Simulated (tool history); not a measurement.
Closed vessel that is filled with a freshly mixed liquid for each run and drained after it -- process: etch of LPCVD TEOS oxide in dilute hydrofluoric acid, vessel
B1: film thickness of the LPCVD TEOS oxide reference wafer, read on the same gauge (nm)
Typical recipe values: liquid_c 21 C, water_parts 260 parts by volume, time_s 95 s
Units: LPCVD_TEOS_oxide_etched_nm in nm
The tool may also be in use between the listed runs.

{"run": 1, "hour": 0.0, "liquid_c": 21, "water_parts": 260, "time_s": 95, "B1": 40.03, "LPCVD_TEOS_oxide_etched_nm": 6.92}
{"hour": 13.3, "done": "thermometer replaced"}
{"run": 2, "hour": 55.9, "liquid_c": 21, "water_parts": 260, "time_s": 95, "B1": 40, "LPCVD_TEOS_oxide_etched_nm": 6.44}
{"run": 3, "hour": 104.2, "liquid_c": 21, "water_parts": 260, "time_s": 60, "B1": 39.97, "LPCVD_TEOS_oxide_etched_nm": 4.16}
{"run": 4, "hour": 173.8, "liquid_c": 21, "water_parts": 260, "time_s": 60, "B1": 40.01, "LPCVD_TEOS_oxide_etched_nm": 4.1}
{"run": 5, "hour": 313.1, "liquid_c": 21, "water_parts": 260, "time_s": 60, "B1": 40.01, "LPCVD_TEOS_oxide_etched_nm": 4.22}
{"run": 6, "hour": 357.8, "liquid_c": 21, "water_parts": 260, "time_s": 95, "B1": 40, "LPCVD_TEOS_oxide_etched_nm": 6.85}
{"run": 7, "hour": 400.2, "liquid_c": 21, "water_parts": 260, "time_s": 95, "B1": 40.02, "LPCVD_TEOS_oxide_etched_nm": 6.86}
{"run": 8, "hour": 461.4, "liquid_c": 21, "water_parts": 260, "time_s": 95, "B1": 39.98, "LPCVD_TEOS_oxide_etched_nm": 6.9}
{"run": 9, "hour": 529.5, "liquid_c": 23.5, "water_parts": 260, "time_s": 115, "B1": 40, "LPCVD_TEOS_oxide_etched_nm": 9.27}
{"hour": 535.6, "done": "hydrofluoric acid flow meter replaced"}
{"hour": 536.3, "done": "thermometer replaced"}
{"run": 10, "hour": 582.3, "liquid_c": 21, "water_parts": 345, "time_s": 95, "B1": 39.99, "LPCVD_TEOS_oxide_etched_nm": 4.46}
{"run": 11, "hour": 668.1, "liquid_c": 21, "water_parts": 345, "time_s": 95, "B1": 40.03, "LPCVD_TEOS_oxide_etched_nm": 4.55}
{"run": 12, "hour": 721.1, "liquid_c": 21, "water_parts": 345, "time_s": 95, "B1": 40.02, "LPCVD_TEOS_oxide_etched_nm": 4.59}
{"run": 13, "hour": 768.1, "liquid_c": 21, "water_parts": 220, "time_s": 95, "B1": 40.02, "LPCVD_TEOS_oxide_etched_nm": 8.16}
{"run": 14, "hour": 798.9, "liquid_c": 23, "water_parts": 260, "time_s": 95, "B1": 39.99, "LPCVD_TEOS_oxide_etched_nm": 7.22}
{"run": 15, "hour": 824.5, "liquid_c": 21, "water_parts": 385, "time_s": 80, "B1": 40, "LPCVD_TEOS_oxide_etched_nm": 3.38}
{"run": 16, "hour": 883.7, "liquid_c": 17.5, "water_parts": 140, "time_s": 95, "B1": 40, "LPCVD_TEOS_oxide_etched_nm": 12.51}
{"hour": 892.9, "done": "gauge calibrated"}
{"run": 17, "hour": 931.0, "liquid_c": 21, "water_parts": 315, "time_s": 120, "B1": 40.05, "LPCVD_TEOS_oxide_etched_nm": 6.73}
{"run": 18, "hour": 978.4, "liquid_c": 17.5, "water_parts": 140, "time_s": 95, "B1": 40.01, "LPCVD_TEOS_oxide_etched_nm": 12.83}
{"hour": 1037.7, "done": "thermometer replaced"}
{"run": 19, "hour": 1045.9, "liquid_c": 21, "water_parts": 305, "time_s": 95, "B1": 40, "LPCVD_TEOS_oxide_etched_nm": 5.23}
{"run": 20, "hour": 1113.1, "liquid_c": 21, "water_parts": 210, "time_s": 95, "B1": 40.01, "LPCVD_TEOS_oxide_etched_nm": 8.37}
{"run": 21, "hour": 1170.4, "liquid_c": 23.5, "water_parts": 210, "time_s": 95, "B1": 39.98, "LPCVD_TEOS_oxide_etched_nm": 9.34}
{"run": 22, "hour": 1240.6, "liquid_c": 21, "water_parts": 345, "time_s": 95, "B1": 40.01, "LPCVD_TEOS_oxide_etched_nm": 4.64}
{"run": 23, "hour": 1296.1, "liquid_c": 17, "water_parts": 260, "time_s": 65, "B1": 40.01, "LPCVD_TEOS_oxide_etched_nm": 3.93}
{"run": 24, "hour": 1329.4, "liquid_c": 21, "water_parts": 260, "time_s": 95, "B1": 40.02, "LPCVD_TEOS_oxide_etched_nm": 6.75}

Forecast each of these 5 alternatives for the next run:
{"run": "A", "hour": 1330.1, "liquid_c": 21, "water_parts": 260, "time_s": 95, "B1": "?", "LPCVD_TEOS_oxide_etched_nm": "?"}
{"run": "B", "hour": 1330.1, "liquid_c": 21, "water_parts": 185, "time_s": 95, "B1": "?", "LPCVD_TEOS_oxide_etched_nm": "?"}
{"run": "C", "hour": 1330.1, "liquid_c": 21, "water_parts": 260, "time_s": 140, "B1": "?", "LPCVD_TEOS_oxide_etched_nm": "?"}
{"run": "D", "hour": 1330.1, "liquid_c": 21, "water_parts": 295, "time_s": 140, "B1": "?", "LPCVD_TEOS_oxide_etched_nm": "?"}
{"run": "E", "hour": 1330.1, "liquid_c": 25.5, "water_parts": 355, "time_s": 55, "B1": "?", "LPCVD_TEOS_oxide_etched_nm": "?"}

run=A B1=39.98 LPCVD_TEOS_oxide_etched_nm=6.67
run=B B1=39.98 LPCVD_TEOS_oxide_etched_nm=10.11
run=C B1=39.98 LPCVD_TEOS_oxide_etched_nm=9.82
run=D B1=39.98 LPCVD_TEOS_oxide_etched_nm=8.37
run=E B1=39.98 LPCVD_TEOS_oxide_etched_nm=3
With the hidden condition removed and each run's random variation left untouched, the same runs would have given:
run=A LPCVD_TEOS_oxide_etched_nm=6.3
run=B LPCVD_TEOS_oxide_etched_nm=9.53
run=C LPCVD_TEOS_oxide_etched_nm=9.28
run=D LPCVD_TEOS_oxide_etched_nm=7.92
run=E LPCVD_TEOS_oxide_etched_nm=2.86
